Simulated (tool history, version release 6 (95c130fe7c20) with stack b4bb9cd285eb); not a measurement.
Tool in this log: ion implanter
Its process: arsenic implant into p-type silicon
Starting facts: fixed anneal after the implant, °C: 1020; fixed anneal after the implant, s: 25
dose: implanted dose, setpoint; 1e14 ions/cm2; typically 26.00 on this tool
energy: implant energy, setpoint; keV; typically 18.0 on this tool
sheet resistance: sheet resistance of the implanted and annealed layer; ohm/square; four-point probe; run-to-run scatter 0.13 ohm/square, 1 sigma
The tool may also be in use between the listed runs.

| run | hour | dose | energy | wafers since the last listed run | hours since the last dose calibration | hours since the extraction supply was calibrated | hours since the gauge calibration | read-back reference wafer on the same gauge, sheet resistance | sheet resistance |
|---|---|---|---|---|---|---|---|---|---|
| 1 | 0.0 | 26.00 | 20.0 | 0 | 128.7 | 6675.0 | 228.5 | 77.57 | 85.11 |
| 2 | 33.8 | 26.00 | 20.0 | 385 | 162.5 | 6708.8 | 262.3 | 77.59 | 85.22 |
| 3 | 50.1 | 26.00 | 18.0 | 186 | 178.8 | 6725.1 | 278.6 | 77.59 | 87.36 |
| 4 | 79.3 | 26.00 | 18.0 | 333 | 208.0 | 6754.3 | 307.8 | 77.60 | 87.45 |
| 5 | 106.1 | 26.00 | 18.0 | 305 | 234.8 | 6781.1 | 334.6 | 77.58 | 87.58 |
| 6 | 146.0 | 26.00 | 18.0 | 455 | 274.7 | 6821.0 | 374.5 | 77.59 | 87.43 |
| 7 | 163.7 | 26.00 | 18.0 | 202 | 292.4 | 6838.7 | 392.2 | 77.61 | 87.61 |
| 8 | 197.3 | 26.00 | 18.0 | 383 | 326.0 | 6872.3 | 425.8 | 77.59 | 87.56 |
| 9 | 213.2 | 29.80 | 20.5 | 181 | 341.9 | 6888.2 | 441.7 | 77.60 | 82.75 |
| 10 | 231.7 | 29.80 | 20.5 | 211 | 360.4 | 6906.7 | 460.2 | 77.58 | 82.49 |
| 11 | 252.5 | 26.00 | 18.0 | 237 | 381.2 | 6927.5 | 481.0 | 77.62 | 87.56 |
| 12 | 267.7 | 26.00 | 18.0 | 173 | 396.4 | 6942.7 | 496.2 | 77.57 | 87.90 |
| 13 | 289.9 | 26.00 | 18.0 | 253 | 418.6 | 6964.9 | 518.4 | 77.59 | 87.63 |
| 14 | 306.8 | 26.00 | 18.0 | 192 | 435.5 | 6981.8 | 535.3 | 77.58 | 87.82 |
| 15 | 325.1 | 31.90 | 13.5 | 208 | 453.8 | 7000.1 | 553.6 | 77.60 | 90.02 |
| 16 | 345.4 | 18.20 | 21.0 | 231 | 474.1 | 7020.4 | 573.9 | 77.60 | 92.29 |
| 17 | 377.3 | 26.00 | 18.0 | 364 | 506.0 | 7052.3 | 605.8 | 77.63 | 88.03 |
| 18 | 402.8 | 26.00 | 18.0 | 291 | 531.5 | 7077.8 | 631.3 | 77.63 | 87.76 |
|  | 432.4 | Faraday cup replaced and dose calibrated |
| 19 | 432.9 | 32.84 | 20.0 | 252 | 0.5 | 7107.9 | 661.4 | 77.57 | 81.73 |
| 20 | 454.5 | 26.00 | 18.0 | 246 | 22.1 | 7129.5 | 683.0 | 77.59 | 87.41 |
| 21 | 471.8 | 26.00 | 18.0 | 197 | 39.4 | 7146.8 | 700.3 | 77.61 | 87.50 |
|  | 491.0 | gauge calibrated |
|  | 500.1 | extraction supply calibrated |
| 22 | 500.6 | 29.71 | 18.0 | 237 | 68.2 | 0.5 | 9.6 | 77.62 | 85.62 |
| 23 | 533.6 | 19.62 | 18.0 | 376 | 101.2 | 33.5 | 42.6 | 77.61 | 92.91 |
| 24 | 569.0 | 32.32 | 24.0 | 404 | 136.6 | 68.9 | 78.0 | 77.61 | 77.30 |
| 25 | 582.1 | 22.61 | 23.5 | 149 | 149.7 | 82.0 | 91.1 | 77.59 | 84.00 |
| 26 | 605.8 | 20.30 | 15.0 | 270 | 173.4 | 105.7 | 114.8 | 77.60 | 96.04 |
| 27 | 620.2 | 26.00 | 21.0 | 164 | 187.8 | 120.1 | 129.2 | 77.59 | 83.97 |
| 28 | 652.3 | 32.51 | 24.0 | 366 | 219.9 | 152.2 | 161.3 | 77.59 | 77.42 |
| 29 | 667.8 | 19.90 | 22.0 | 176 | 235.4 | 167.7 | 176.8 | 77.61 | 88.70 |

Expected results for the next run?
| 30 | 694.6 | 26.00 | 18.0 | 305 | 262.2 | 194.5 | 203.6 | ? | ? |

{"run 30": {"read-back reference wafer on the same gauge, sheet resistance": 77.57, "sheet resistance": 88.02}}
On a tool with no hidden condition, and with the same random variation, this run would have come out at sheet resistance 87.75 ohm/square.

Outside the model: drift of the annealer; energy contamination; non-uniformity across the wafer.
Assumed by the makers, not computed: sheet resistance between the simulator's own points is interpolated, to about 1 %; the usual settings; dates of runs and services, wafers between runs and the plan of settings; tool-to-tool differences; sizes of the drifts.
